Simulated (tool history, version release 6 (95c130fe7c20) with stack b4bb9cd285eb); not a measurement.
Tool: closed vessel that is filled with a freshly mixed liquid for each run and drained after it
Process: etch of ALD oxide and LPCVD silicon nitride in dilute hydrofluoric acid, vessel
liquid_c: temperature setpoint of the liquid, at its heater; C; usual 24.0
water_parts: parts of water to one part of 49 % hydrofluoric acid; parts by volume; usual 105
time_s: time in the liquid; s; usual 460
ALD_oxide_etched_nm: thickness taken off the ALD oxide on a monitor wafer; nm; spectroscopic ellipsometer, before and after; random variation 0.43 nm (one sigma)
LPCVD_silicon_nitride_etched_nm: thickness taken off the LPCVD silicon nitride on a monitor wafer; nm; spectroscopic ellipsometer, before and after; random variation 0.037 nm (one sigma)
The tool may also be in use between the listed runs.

| run | hour | liquid_c | water_parts | time_s | read-back film thickness of the ALD oxide reference wafer, read on the same gauge (nm) | read-back film thickness of the LPCVD silicon nitride reference wafer, read on the same gauge (nm) | ALD_oxide_etched_nm | LPCVD_silicon_nitride_etched_nm |
|---|---|---|---|---|---|---|---|---|
| 1 | 0.0 | 20.5 | 105 | 460 | 120.02 | 70.013 | 41.47 | 1.727 |
| 2 | 47.9 | 20.5 | 105 | 460 | 120.01 | 69.960 | 41.49 | 1.770 |
| 3 | 115.1 | 20.5 | 105 | 460 | 120.03 | 69.998 | 41.56 | 1.817 |
| 4 | 157.6 | 24.0 | 105 | 460 | 119.96 | 69.985 | 47.31 | 2.239 |
| 5 | 225.7 | 24.0 | 105 | 460 | 120.02 | 70.012 | 47.43 | 2.159 |
| 6 | 274.4 | 24.0 | 105 | 460 | 120.00 | 69.991 | 47.51 | 2.202 |
| 7 | 438.5 | 26.5 | 105 | 460 | 119.98 | 70.025 | 51.81 | 2.529 |
| 8 | 487.3 | 26.5 | 105 | 460 | 119.99 | 70.020 | 51.88 | 2.598 |
|  | 511.5 | gauge calibrated |
|  | 551.4 | hydrofluoric acid flow meter replaced |
| 9 | 691.3 | 26.5 | 105 | 460 | 120.00 | 69.986 | 54.60 | 2.753 |
| 10 | 728.3 | 24.0 | 105 | 460 | 120.00 | 69.989 | 49.48 | 2.332 |
| 11 | 799.3 | 24.0 | 105 | 460 | 119.97 | 69.996 | 49.36 | 2.301 |
| 12 | 869.3 | 24.0 | 105 | 460 | 120.02 | 70.027 | 49.61 | 2.364 |
| 13 | 902.4 | 24.0 | 105 | 460 | 119.97 | 69.991 | 49.27 | 2.255 |
|  | 939.8 | thermometer replaced |
| 14 | 964.4 | 24.0 | 75 | 595 | 120.00 | 69.986 | 93.68 | 4.264 |
| 15 | 1010.4 | 20.5 | 60 | 630 | 120.02 | 70.005 | 106.81 | 4.454 |
| 16 | 1052.4 | 20.5 | 105 | 460 | 119.98 | 70.016 | 42.87 | 1.890 |
| 17 | 1092.0 | 27.5 | 90 | 305 | 120.03 | 70.015 | 44.53 | 2.274 |
| 18 | 1134.8 | 19.5 | 65 | 720 | 119.99 | 70.014 | 107.69 | 4.103 |
| 19 | 1167.7 | 22.0 | 150 | 370 | 120.05 | 70.049 | 24.09 | 1.132 |
| 20 | 1232.0 | 20.5 | 85 | 535 | 120.00 | 69.988 | 63.05 | 2.550 |
| 21 | 1287.1 | 24.0 | 105 | 320 | 120.02 | 70.013 | 34.02 | 1.592 |
| 22 | 1345.9 | 20.5 | 85 | 535 | 120.03 | 69.953 | 62.61 | 2.567 |
| 23 | 1394.0 | 24.0 | 105 | 460 | 119.95 | 70.009 | 48.45 | 2.309 |
| 24 | 1425.7 | 21.0 | 90 | 460 | 120.00 | 70.004 | 51.23 | 2.128 |
| 25 | 1487.3 | 24.0 | 105 | 460 | 119.99 | 70.003 | 47.75 | 2.265 |
| 26 | 1549.5 | 27.5 | 105 | 295 | 120.00 | 69.987 | 35.09 | 1.836 |

4 ways to go on from here, each from the tool as it stands after run 26. What would each give?
| A | 1550.3 | 24.0 | 105 | 460 | ? | ? | ? | ? |
| B | 1550.3 | 26.5 | 105 | 540 | ? | ? | ? | ? |
| C | 1550.3 | 26.5 | 140 | 390 | ? | ? | ? | ? |
| D | 1550.3 | 24.0 | 125 | 355 | ? | ? | ? | ? |

| run | read-back film thickness of the ALD oxide reference wafer, read on the same gauge (nm) | read-back film thickness of the LPCVD silicon nitride reference wafer, read on the same gauge (nm) | ALD_oxide_etched_nm | LPCVD_silicon_nitride_etched_nm |
|---|---|---|---|---|
| A | 120.01 | 70.004 | 48.24 | 2.266 |
| B | 120.01 | 70.004 | 62.41 | 3.129 |
| C | 120.01 | 70.004 | 32.31 | 1.696 |
| D | 120.01 | 70.004 | 30.51 | 1.472 |
Without the tool's hidden state the same runs would have given:
| run | ALD_oxide_etched_nm | LPCVD_silicon_nitride_etched_nm |
|---|---|---|
| A | 50.04 | 2.340 |
| B | 64.76 | 3.232 |
| C | 33.57 | 1.752 |
| D | 31.67 | 1.520 |
